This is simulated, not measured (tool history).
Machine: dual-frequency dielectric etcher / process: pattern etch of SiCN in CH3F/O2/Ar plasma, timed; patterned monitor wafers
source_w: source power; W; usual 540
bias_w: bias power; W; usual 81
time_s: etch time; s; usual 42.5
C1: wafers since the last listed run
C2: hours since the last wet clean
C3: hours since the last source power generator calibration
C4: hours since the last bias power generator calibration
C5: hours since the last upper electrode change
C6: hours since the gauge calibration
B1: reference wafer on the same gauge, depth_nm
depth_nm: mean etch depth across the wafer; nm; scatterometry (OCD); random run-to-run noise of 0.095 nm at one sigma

run 1 hour=0.0 | source_w=540 bias_w=81 time_s=42.5 | C1=0 C2=312.8 C3=4782.1 C4=4078.8 C5=1437.3 C6=914.9 | B1=17.19 | depth_nm=19.59
run 2 hour=68.0 | source_w=540 bias_w=81 time_s=42.5 | C1=1219 C2=380.8 C3=4850.1 C4=4146.8 C5=1505.3 C6=982.9 | B1=17.18 | depth_nm=19.68
run 3 hour=108.5 | source_w=540 bias_w=81 time_s=42.5 | C1=726 C2=421.3 C3=4890.6 C4=4187.3 C5=1545.8 C6=1023.4 | B1=17.17 | depth_nm=19.45
run 4 hour=158.1 | source_w=540 bias_w=81 time_s=42.5 | C1=889 C2=470.9 C3=4940.2 C4=4236.9 C5=1595.4 C6=1073.0 | B1=17.20 | depth_nm=19.58
-- hour=183.6 wet clean of the chamber
run 5 hour=261.0 | source_w=540 bias_w=81 time_s=39.0 | C1=1414 C2=77.4 C3=5043.1 C4=4339.8 C5=1698.3 C6=1175.9 | B1=17.20 | depth_nm=17.39
run 6 hour=322.2 | source_w=580 bias_w=81 time_s=42.5 | C1=1097 C2=138.6 C3=5104.3 C4=4401.0 C5=1759.5 C6=1237.1 | B1=17.21 | depth_nm=19.63
run 7 hour=419.8 | source_w=580 bias_w=81 time_s=42.5 | C1=1749 C2=236.2 C3=5201.9 C4=4498.6 C5=1857.1 C6=1334.7 | B1=17.21 | depth_nm=19.79
run 8 hour=486.7 | source_w=540 bias_w=81 time_s=42.5 | C1=1199 C2=303.1 C3=5268.8 C4=4565.5 C5=1924.0 C6=1401.6 | B1=17.20 | depth_nm=19.57
run 9 hour=562.1 | source_w=540 bias_w=81 time_s=42.5 | C1=1351 C2=378.5 C3=5344.2 C4=4640.9 C5=1999.4 C6=1477.0 | B1=17.17 | depth_nm=19.74
-- hour=605.7 source power generator calibrated
run 10 hour=654.2 | source_w=540 bias_w=81 time_s=42.5 | C1=1579 C2=470.6 C3=48.5 C4=4733.0 C5=2091.5 C6=1569.1 | B1=17.21 | depth_nm=19.68
-- hour=682.3 wet clean of the chamber
-- hour=724.9 bias power generator calibrated
run 11 hour=753.7 | source_w=540 bias_w=81 time_s=42.5 | C1=1281 C2=71.4 C3=148.0 C4=28.8 C5=2191.0 C6=1668.6 | B1=17.24 | depth_nm=19.07
run 12 hour=816.6 | source_w=540 bias_w=98 time_s=42.5 | C1=1127 C2=134.3 C3=210.9 C4=91.7 C5=2253.9 C6=1731.5 | B1=17.19 | depth_nm=21.38
-- hour=887.1 upper electrode replaced, of another model than before
run 13 hour=887.6 | source_w=540 bias_w=81 time_s=42.5 | C1=842 C2=205.3 C3=281.9 C4=162.7 C5=0.5 C6=1802.5 | B1=17.19 | depth_nm=19.25
run 14 hour=976.3 | source_w=660 bias_w=89 time_s=37.5 | C1=1590 C2=294.0 C3=370.6 C4=251.4 C5=89.2 C6=1891.2 | B1=17.19 | depth_nm=18.85
run 15 hour=1014.3 | source_w=540 bias_w=81 time_s=42.5 | C1=681 C2=332.0 C3=408.6 C4=289.4 C5=127.2 C6=1929.2 | B1=17.21 | depth_nm=19.61
run 16 hour=1065.5 | source_w=540 bias_w=98 time_s=36.0 | C1=917 C2=383.2 C3=459.8 C4=340.6 C5=178.4 C6=1980.4 | B1=17.19 | depth_nm=18.11
-- hour=1090.4 gauge calibrated
run 17 hour=1134.8 | source_w=460 bias_w=71 time_s=42.5 | C1=1242 C2=452.5 C3=529.1 C4=409.9 C5=247.7 C6=44.4 | B1=17.20 | depth_nm=18.08
-- hour=1206.9 wet clean of the chamber
run 18 hour=1207.4 | source_w=660 bias_w=70 time_s=50.0 | C1=871 C2=0.5 C3=601.7 C4=482.5 C5=320.3 C6=117.0 | B1=17.20 | depth_nm=21.65
run 19 hour=1273.7 | source_w=480 bias_w=100 time_s=30.0 | C1=1188 C2=66.8 C3=668.0 C4=548.8 C5=386.6 C6=183.3 | B1=17.17 | depth_nm=14.22
run 20 hour=1365.1 | source_w=600 bias_w=61 time_s=49.5 | C1=1638 C2=158.2 C3=759.4 C4=640.2 C5=478.0 C6=274.7 | B1=17.22 | depth_nm=20.42
run 21 hour=1440.9 | source_w=540 bias_w=100 time_s=42.5 | C1=1359 C2=234.0 C3=835.2 C4=716.0 C5=553.8 C6=350.5 | B1=17.16 | depth_nm=20.76
run 22 hour=1508.4 | source_w=500 bias_w=68 time_s=37.0 | C1=1210 C2=301.5 C3=902.7 C4=783.5 C5=621.3 C6=418.0 | B1=17.21 | depth_nm=15.41
run 23 hour=1551.7 | source_w=660 bias_w=73 time_s=42.5 | C1=776 C2=344.8 C3=946.0 C4=826.8 C5=664.6 C6=461.3 | B1=17.18 | depth_nm=19.60

What if the next run were any one of these 5? Each begins from the tool's condition after run 23:
run A hour=1552.1 | source_w=410 bias_w=81 time_s=42.5 | C1=7 C2=345.2 C3=946.4 C4=827.2 C5=665.0 C6=461.7 | B1=? | depth_nm=?
run B hour=1552.1 | source_w=460 bias_w=94 time_s=50.0 | C1=7 C2=345.2 C3=946.4 C4=827.2 C5=665.0 C6=461.7 | B1=? | depth_nm=?
run C hour=1552.1 | source_w=540 bias_w=81 time_s=35.0 | C1=7 C2=345.2 C3=946.4 C4=827.2 C5=665.0 C6=461.7 | B1=? | depth_nm=?
run D hour=1552.1 | source_w=660 bias_w=81 time_s=42.5 | C1=7 C2=345.2 C3=946.4 C4=827.2 C5=665.0 C6=461.7 | B1=? | depth_nm=?
run E hour=1552.1 | source_w=480 bias_w=81 time_s=42.5 | C1=7 C2=345.2 C3=946.4 C4=827.2 C5=665.0 C6=461.7 | B1=? | depth_nm=?

run=A B1=17.15 depth_nm=18.43
run=B B1=17.15 depth_nm=23.67
run=C B1=17.15 depth_nm=16.19
run=D B1=17.15 depth_nm=20.71
run=E B1=17.15 depth_nm=19.11
Stripped of hidden state, with their random variation kept, the same runs would have yielded:
run=A depth_nm=17.77
run=B depth_nm=22.82
run=C depth_nm=15.61
run=D depth_nm=19.96
run=E depth_nm=18.42
